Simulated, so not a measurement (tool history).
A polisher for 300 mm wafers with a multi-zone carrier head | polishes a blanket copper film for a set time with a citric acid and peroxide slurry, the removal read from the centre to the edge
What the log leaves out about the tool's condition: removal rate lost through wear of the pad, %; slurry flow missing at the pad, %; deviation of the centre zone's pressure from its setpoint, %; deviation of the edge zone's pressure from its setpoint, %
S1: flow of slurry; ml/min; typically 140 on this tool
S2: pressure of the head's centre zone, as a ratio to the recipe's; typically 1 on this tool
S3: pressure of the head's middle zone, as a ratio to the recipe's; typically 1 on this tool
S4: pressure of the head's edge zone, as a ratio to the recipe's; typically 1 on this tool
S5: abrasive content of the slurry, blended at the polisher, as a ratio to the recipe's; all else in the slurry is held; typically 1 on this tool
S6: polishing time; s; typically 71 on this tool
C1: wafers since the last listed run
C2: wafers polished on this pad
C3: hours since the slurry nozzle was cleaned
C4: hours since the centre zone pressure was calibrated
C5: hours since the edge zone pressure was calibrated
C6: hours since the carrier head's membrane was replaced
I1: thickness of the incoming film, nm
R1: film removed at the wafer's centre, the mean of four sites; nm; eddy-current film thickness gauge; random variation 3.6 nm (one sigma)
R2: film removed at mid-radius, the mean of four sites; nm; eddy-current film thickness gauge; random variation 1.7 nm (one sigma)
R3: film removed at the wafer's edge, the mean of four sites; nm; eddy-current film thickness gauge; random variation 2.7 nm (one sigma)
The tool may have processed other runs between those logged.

run,hour,S1,S2,S3,S4,S5,S6,C1,C2,C3,C4,C5,C6,I1,R1,R2,R3
1,0,140,1,1,1,1,71,0,255,75,84.9,387.1,594.9,1005.7,243,247,238.7
2,58.1,140,1,1,1,1,71,348,603,133.1,143,445.2,653,1002,240,247.4,244.3
3,159.1,140,1,1,1,1,71,605,1209,234.1,244,546.2,754,987.6,243.4,249.1,236.7
4,248.3,140,1,1,1,1,71,534,1743,323.3,333.2,635.4,843.2,1013,245.2,249.1,240.9
5,307,140,1,1,1,1,71,351,2095,382,391.9,694.1,901.9,1004.9,241.1,247.9,236.6
# hour 311.6: worn pad replaced by a new one
# hour 315.1: centre zone pressure recalibrated
6,379.3,140,1,1,1,1,71,397,393,454.3,64.2,766.4,974.2,992.8,243.5,248,241.9
7,472.5,140,1,1,0.94,1,82,558,952,547.5,157.4,859.6,1067.4,1002.6,283.5,287.1,268
# hour 555.4: slurry nozzle cleaned
8,571.4,140,1,1,0.94,1,82,586,1538,16,256.3,958.5,1166.3,998.7,282.8,284.3,264.3
9,665.4,140,1,1,0.94,1,82,563,2102,110,350.3,1052.5,1260.3,1002.6,282,288.5,266.7
# hour 669.5: worn pad replaced by a new one
10,726.1,140,1,1,0.93,1,71,339,339,170.7,411,1113.2,1321,1002.8,241.7,246.3,233.5
# hour 752.4: centre zone pressure recalibrated
11,915.8,190,1.04,1,1,1,71,1124,1464,360.4,163.4,1302.9,1510.7,1008.9,254,255.8,246.4
12,964.8,140,1,1,1,1,71,293,1757,409.4,212.4,1351.9,1559.7,998.8,239.8,249.6,245.6
# hour 981.8: edge zone pressure recalibrated
# hour 984: worn pad replaced by a new one
13,1052.9,140,1,1,1,1,71,502,413,497.5,300.5,71.1,1647.8,1000,237.4,246.6,237.7
14,1125.2,140,0.9,1,0.91,1,59,433,846,569.8,372.8,143.4,1720.1,979.6,188.6,204.1,193.4
# hour 1184.3: slurry nozzle cleaned
# hour 1196.7: centre zone pressure recalibrated
# hour 1208.6: carrier head's membrane replaced by a new one
15,1214.5,140,1,1,1.09,1.2,71,487,1333,30.2,17.8,232.7,5.9,999.1,259.1,264.4,270.6
16,1255.5,180,1,0.93,0.94,1,71,245,1579,71.2,58.8,273.7,46.9,989,255.4,239.7,240.3
# hour 1319.1: worn pad replaced by a new one
17,1362.8,115,0.97,1,1,1,71,618,261,178.5,166.1,381,154.2,1007.2,231.6,237.5,238.7
18,1457.4,105,1,1,1,1,71,566,828,273.1,260.7,475.6,248.8,990.3,228.9,236.1,234.5
19,1534,110,1,1,1,1,71,458,1287,349.7,337.3,552.2,325.4,993.2,232,238.4,233.2
# hour 1566.2: centre zone pressure recalibrated
20,1584.1,140,1.06,1.06,1,1.1,78,288,1575,399.8,17.9,602.3,375.5,1001.5,280.5,294.2,270.2

Alternative continuations, all from the tool just after run 20; predict every row:
A,1584.5,140,1,1.05,1,1,71,2,1578,400.2,18.3,602.7,375.9,983.6,?,?,?
B,1584.5,170,1,1,1.11,1,79,2,1578,400.2,18.3,602.7,375.9,983.6,?,?,?
C,1584.5,140,1,1,1,1,52,2,1578,400.2,18.3,602.7,375.9,983.6,?,?,?

run,R1,R2,R3
A,239.7,258.2,239.7
B,275.9,284.1,287.2
C,175.5,181.5,175.7
With no hidden state in the tool, these same runs would have given:
run,R1,R2,R3
A,239.7,258.2,239.7
B,275.9,284.1,287.2
C,175.5,181.5,175.7
